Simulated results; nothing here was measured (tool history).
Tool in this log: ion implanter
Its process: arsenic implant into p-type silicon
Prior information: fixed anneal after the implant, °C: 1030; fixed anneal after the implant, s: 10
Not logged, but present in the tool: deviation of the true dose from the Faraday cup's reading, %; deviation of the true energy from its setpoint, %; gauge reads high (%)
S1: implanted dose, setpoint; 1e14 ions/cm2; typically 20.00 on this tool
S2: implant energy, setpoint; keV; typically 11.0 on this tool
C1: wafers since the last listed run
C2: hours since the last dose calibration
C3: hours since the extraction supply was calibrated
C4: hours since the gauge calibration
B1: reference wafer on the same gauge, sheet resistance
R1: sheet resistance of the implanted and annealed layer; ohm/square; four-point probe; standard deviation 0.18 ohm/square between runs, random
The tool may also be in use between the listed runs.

run     day     S1    S2   C1      C2      C3      C4      B1      R1
  1   0.000  20.00  11.0    0  1483.7  2219.9   795.6  140.96  119.56
  2   0.696  20.00  11.0  241  1500.4  2236.6   812.3  141.03  119.44
  3   1.333  20.00  11.0  220  1515.7  2251.9   827.6  140.99  119.53
  4   2.800  23.63   8.5  508  1550.9  2287.1   862.8  140.97  121.20
  5   3.412  23.63   8.5  212  1565.6  2301.8   877.5  140.94  121.23
  6   4.621  23.63   8.5  418  1594.6  2330.8   906.5  141.02  121.65
  7   5.750  16.86  12.5  391  1621.7  2357.9   933.6  140.98  120.71
  8   6.800  16.86  12.5  363  1646.9  2383.1   958.8  141.01  120.27
  9   7.621  16.86  12.5  284  1666.6  2402.8   978.5  141.10  120.47
 10   8.412  20.00  11.0  274  1685.6  2421.8   997.5  141.02  119.72
 11   9.583  20.00  11.0  405  1713.7  2449.9  1025.6  140.97  119.94
 12  10.138  20.00  11.0  192  1727.0  2463.2  1038.9  141.04  119.57
 13  11.504  20.00  11.0  473  1759.8  2496.0  1071.7  141.00  119.72
 14  12.546  20.00  11.0  361  1784.8  2521.0  1096.7  140.96  119.29
     12.792  -- gauge calibrated
 15  13.983  20.00  11.0  498  1819.3  2555.5    28.6  141.01  119.58
 16  14.658  20.00  11.0  233  1835.5  2571.7    44.8  140.95  119.49
 17  15.362  22.77  12.5  244  1852.4  2588.6    61.7  141.03  113.96
 18  16.658  20.00  11.0  449  1883.5  2619.7    92.8  141.00  119.24
 19  17.692  21.89   7.5  358  1908.3  2644.5   117.6  141.01  124.61
 20  18.683  20.00  11.0  343  1932.1  2668.3   141.4  140.97  119.46
 21  20.129  24.44   9.5  501  1966.8  2703.0   176.1  141.05  118.83
 22  21.196  20.00  11.0  369  1992.4  2728.6   201.7  141.05  119.56
     21.846  -- extraction supply calibrated
 23  22.996  16.05   8.0  508  2035.6    27.6   244.9  140.99  131.62
 24  23.500  20.00  11.0  174  2047.7    39.7   257.0  140.97  119.52
 25  24.792  20.00   7.5  447  2078.7    70.7   288.0  140.98  127.19
 26  25.850  22.24   9.0  366  2104.1    96.1   313.4  141.03  121.45
     26.729  -- Faraday cup replaced and dose calibrated
 27  26.838  15.46  11.0  226     2.6   119.8   337.1  140.96  126.41
 28  27.908  20.00   9.5  371    28.3   145.5   362.8  140.99  122.58
 29  28.938  24.14  11.0  356    53.0   170.2   387.5  140.99  116.07
 30  30.375  20.00  11.0  498    87.5   204.7   422.0  141.04  119.80
 31  31.538  20.00  11.0  402   115.4   232.6   449.9  141.02  119.85
 32  32.921  17.26  11.0  479   148.6   265.8   483.1  140.92  122.94
 33  33.771  16.43   8.0  294   169.0   286.2   503.5  141.05  131.29
 34  35.267  23.91   8.5  518   204.9   322.1   539.4  140.90  121.20
 35  36.733  20.00  11.0  508   240.1   357.3   574.6  141.02  119.49
 36  37.346  14.69   9.0  212   254.8   372.0   589.3  141.09  132.04

Forecast each of these 5 alternatives for the next run:
  A  37.362  16.67  11.0   5  255.2  372.4  589.7   ?   ?
  B  37.362  25.50  10.0   5  255.2  372.4  589.7   ?   ?
  C  37.362  23.02   9.0   5  255.2  372.4  589.7   ?   ?
  D  37.362  23.14  12.5   5  255.2  372.4  589.7   ?   ?
  E  37.362  20.00  13.5   5  255.2  372.4  589.7   ?   ?

run      B1      R1
  A  141.00  124.18
  B  141.00  117.41
  C  141.00  121.11
  D  141.00  114.22
  E  141.00  114.90
Stripped of hidden state, with their random variation kept, the same runs would have yielded:
run      R1
  A  124.18
  B  117.41
  C  121.11
  D  114.22
  E  114.90
